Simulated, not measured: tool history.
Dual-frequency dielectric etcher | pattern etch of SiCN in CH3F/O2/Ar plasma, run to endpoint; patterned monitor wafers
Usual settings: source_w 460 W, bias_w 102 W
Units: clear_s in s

run,hour,source_w,bias_w,wafers since the last listed run,hours since the last wet clean,hours since the last source power generator calibration,hours since the last bias power generator calibration,hours since the last upper electrode change,"incoming incoming film thickness, nm",clear_s
1,0.0,460,102,0,69.4,3483.9,3940.5,1403.6,10.21,21.5
2,58.7,460,102,1075,128.1,3542.6,3999.2,1462.3,10.17,21.9
3,115.7,500,102,1044,185.1,3599.6,4056.2,1519.3,10.18,20.8
4,245.6,460,102,2380,315.0,3729.5,4186.1,1649.2,10.23,21.8
# hour 297.8: wet clean of the chamber
5,298.3,460,102,525,0.5,3782.2,4238.8,1701.9,10.21,21.8
6,381.0,460,102,1515,83.2,3864.9,4321.5,1784.6,10.21,21.8
7,427.4,480,112,850,129.6,3911.3,4367.9,1831.0,10.16,20.0
8,496.1,460,110,1259,198.3,3980.0,4436.6,1899.7,10.24,21.4
# hour 523.5: bias power generator calibrated
# hour 595.1: source power generator calibrated
# hour 646.3: wet clean of the chamber
9,646.8,420,102,2175,0.5,51.7,123.3,2050.4,10.22,22.8
10,701.2,460,93,996,54.9,106.1,177.7,2104.8,10.19,22.5
# hour 760.1: upper electrode replaced
11,760.6,400,126,648,114.3,165.5,237.1,0.5,10.22,21.2
12,762.2,510,85,29,115.9,167.1,238.7,2.1,10.15,22.1
13,820.2,460,102,1062,173.9,225.1,296.7,60.1,10.31,21.9
14,884.6,340,82,1180,238.3,289.5,361.1,124.5,10.12,27.0
15,952.9,380,117,1251,306.6,357.8,429.4,192.8,10.23,22.5
16,984.0,460,102,569,337.7,388.9,460.5,223.9,10.19,21.8

What the log doesn't show, run by run:
etch rate over this chamber's usual, %: 0 in every run
source power that arrives over what is set, %: 0 in every run
bias power that arrives over what is set, %: 0 in every run

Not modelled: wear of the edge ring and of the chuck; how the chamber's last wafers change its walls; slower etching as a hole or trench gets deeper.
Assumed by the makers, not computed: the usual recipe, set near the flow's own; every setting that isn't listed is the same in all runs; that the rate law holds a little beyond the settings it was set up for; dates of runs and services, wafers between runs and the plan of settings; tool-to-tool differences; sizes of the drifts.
